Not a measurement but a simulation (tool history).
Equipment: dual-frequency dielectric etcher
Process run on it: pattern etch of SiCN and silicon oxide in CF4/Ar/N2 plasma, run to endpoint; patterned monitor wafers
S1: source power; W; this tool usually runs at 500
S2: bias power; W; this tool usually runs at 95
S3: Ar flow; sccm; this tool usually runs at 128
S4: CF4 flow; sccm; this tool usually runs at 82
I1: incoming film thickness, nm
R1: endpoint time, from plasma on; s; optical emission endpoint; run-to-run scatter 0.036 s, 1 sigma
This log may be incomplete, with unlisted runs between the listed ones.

run	hour	S1	S2	S3	S4	I1	R1
1	0.0	500	95	128	82	11.65	12.3
2	69.6	500	95	128	82	11.57	12.3
3	103.6	500	95	128	82	11.59	12.3
4	168.3	500	95	128	82	11.66	12.4
5	350.4	500	95	128	82	11.65	12.5
6	392.2	500	95	128	82	11.57	12.5
# hour 425.2: wet clean of the chamber
7	462.2	500	95	128	82	11.50	12.2
8	504.0	500	95	128	82	11.52	12.2
# hour 548.0: CF4 flow controller replaced
9	565.9	500	95	128	82	11.61	12.4
10	609.6	500	95	128	82	11.62	12.4
11	664.0	580	95	128	82	11.68	11.5
# hour 700.5: Ar flow controller replaced
# hour 730.8: source power generator calibrated
12	731.7	550	83	117	90	11.69	11.6
13	782.5	620	83	109	73	11.61	10.9
# hour 812.3: bias power generator calibrated
14	816.8	420	77	156	65	11.52	15.1
# hour 844.3: upper electrode replaced
15	857.1	500	95	128	82	11.54	12.0
16	899.5	460	87	128	88	11.67	12.9
17	928.3	580	95	151	99	11.63	11.1
18	996.1	500	95	128	82	11.73	12.2
19	1024.8	560	72	128	82	11.58	12.2
# hour 1090.4: wet clean of the chamber
20	1090.9	500	95	128	82	11.57	11.9
21	1146.5	500	114	128	62	11.77	12.0

What does the tool deliver on the next run?
22	1178.9	500	95	128	82	11.60	?

R1: 11.9 s
On a tool with no hidden condition, and with the same random variation, this run would have come out at R1 11.9 s.

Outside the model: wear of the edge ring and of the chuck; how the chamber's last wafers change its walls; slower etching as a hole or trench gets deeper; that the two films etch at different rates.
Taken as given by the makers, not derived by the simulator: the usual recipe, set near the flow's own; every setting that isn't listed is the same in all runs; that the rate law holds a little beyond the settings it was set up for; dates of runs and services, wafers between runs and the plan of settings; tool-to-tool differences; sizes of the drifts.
